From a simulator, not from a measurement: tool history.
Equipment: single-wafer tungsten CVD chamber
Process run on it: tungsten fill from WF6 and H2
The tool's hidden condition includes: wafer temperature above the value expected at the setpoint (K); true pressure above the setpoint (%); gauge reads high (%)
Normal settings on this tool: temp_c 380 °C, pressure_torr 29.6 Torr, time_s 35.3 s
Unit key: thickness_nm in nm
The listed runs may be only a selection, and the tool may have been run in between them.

run,hour,temp_c,pressure_torr,time_s,wafers since the last listed run,hours since the last thermocouple change,hours since the last manometer calibration,hours since the showerhead was replaced,hours since the gauge calibration,"read-back reference wafer on the same gauge, thickness_nm",thickness_nm
1,0,380,29.6,39.6,0,962.4,358,4024.6,1110.4,60.37,82.97
2,69.3,380,23.8,30.2,1281,1031.7,427.3,4093.9,1179.7,60.456,56.684
3,116.9,380,23.8,30.2,880,1079.3,474.9,4141.5,1227.3,60.51,56.544
4,218.7,380,23.8,30.2,1882,1181.1,576.7,4243.3,1329.1,60.452,56.494
5,419.7,380,29.6,35.3,3716,1382.1,777.7,4444.3,1530.1,60.206,74.238
6,520.3,380,29.6,35.3,1860,1482.7,878.3,4544.9,1630.7,60.423,74.097
7,564.8,380,33.8,35.3,822,1527.2,922.8,4589.4,1675.2,60.403,79.523
8,636,380,33.8,35.3,1316,1598.4,994,4660.6,1746.4,60.425,79.486
9,677.5,380,33.8,35.3,767,1639.9,1035.5,4702.1,1787.9,60.439,79.877
10,731.1,380,29.6,35.3,991,1693.5,1089.1,4755.7,1841.5,60.317,74.53
11,816.5,380,29.6,35.3,1579,1778.9,1174.5,4841.1,1926.9,60.512,74.429
12,923.1,380,29.6,35.3,1971,1885.5,1281.1,4947.7,2033.5,60.362,74.303
13,1133.1,380,29.6,35.3,3882,2095.5,1491.1,5157.7,2243.5,60.401,74.848
14,1219.6,375,24.1,37.3,1599,2182,1577.6,5244.2,2330,60.475,65.08
# hour 1255.5: showerhead replaced
# hour 1259.8: gauge calibrated
15,1273.5,386,29.6,41.6,848,2235.9,1631.5,18,13.7,60.412,98.267
# hour 1307.3: thermocouple changed; heater temperature recalibrated
16,1324.2,385,36.9,35.3,789,16.9,1682.2,68.7,64.4,60.458,91.084
17,1364,372,26.8,35.3,735,56.7,1722,108.5,104.2,60.487,61.559
18,1460.9,380,29.6,35.3,1791,153.6,1818.9,205.4,201.1,60.471,74.811
19,1507.8,380,29.6,35.3,867,200.5,1865.8,252.3,248,60.493,75.001
20,1544,380,29.6,33.5,669,236.7,1902,288.5,284.2,60.461,71.153
21,1627.4,365,29.6,35.3,1542,320.1,1985.4,371.9,367.6,60.448,56.759
22,1805.6,368,34.5,35.3,3294,498.3,2163.6,550.1,545.8,60.289,65.263
23,1869.8,380,35.2,31.8,1187,562.5,2227.8,614.3,610,60.355,73.753
# hour 1921.9: capacitance manometer re-zeroed and calibrated
24,1935.3,369,29.6,31.7,1063,628,13.4,679.8,675.5,60.272,54.117
25,2029.2,380,29.6,37.4,1736,721.9,107.3,773.7,769.4,60.34,77.267
26,2086.7,391,22.9,35.3,1063,779.4,164.8,831.2,826.9,60.389,77.695
27,2181.3,380,29.6,30.1,1749,874,259.4,925.8,921.5,60.33,62.828
28,2284,365,22.7,35.3,1898,976.7,362.1,1028.5,1024.2,60.45,48.738
29,2373.8,380,29.6,35.3,1660,1066.5,451.9,1118.3,1114,60.306,73.723
30,2474.1,380,29.6,35.3,1854,1166.8,552.2,1218.6,1214.3,60.38,73.768
31,2568,370,29.6,30.1,1736,1260.7,646.1,1312.5,1308.2,60.361,52.738
32,2627.6,391,29.6,35.3,1102,1320.3,705.7,1372.1,1367.8,60.344,90.28
33,2683.2,380,29.6,35.3,1028,1375.9,761.3,1427.7,1423.4,60.448,74.213
34,2765,380,29.6,35.3,1512,1457.7,843.1,1509.5,1505.2,60.409,74.29
35,2837.2,374,29.6,35.3,1335,1529.9,915.3,1581.7,1577.4,60.442,66.507

For some of the steps in thickness_nm from one run to the next: how much would appear even if the tool had no hidden state, given the settings, what came in and random variation, and how much remains for the hidden state plus any gauge scatter that the measured result and the result without hidden state don't share?
Run 14 -> 15: temp_c 375 -> 386, pressure_torr 24.1 -> 29.6, time_s 37.3 -> 41.6, showerhead replaced, gauge calibrated. thickness_nm +33.187 nm: hidden state +0.564, all else +32.623.
Run 16 -> 17: temp_c 385 -> 372, pressure_torr 36.9 -> 26.8. thickness_nm -29.525 nm: hidden state -0.45, all else -29.075.
Run 23 -> 24: temp_c 380 -> 369, pressure_torr 35.2 -> 29.6, time_s 31.8 -> 31.7, capacitance manometer re-zeroed and calibrated. thickness_nm -19.636 nm: hidden state -1.568, all else -18.068.
Run 31 -> 32: temp_c 370 -> 391, time_s 30.1 -> 35.3. thickness_nm +37.542 nm: hidden state +0.277, all else +37.265.
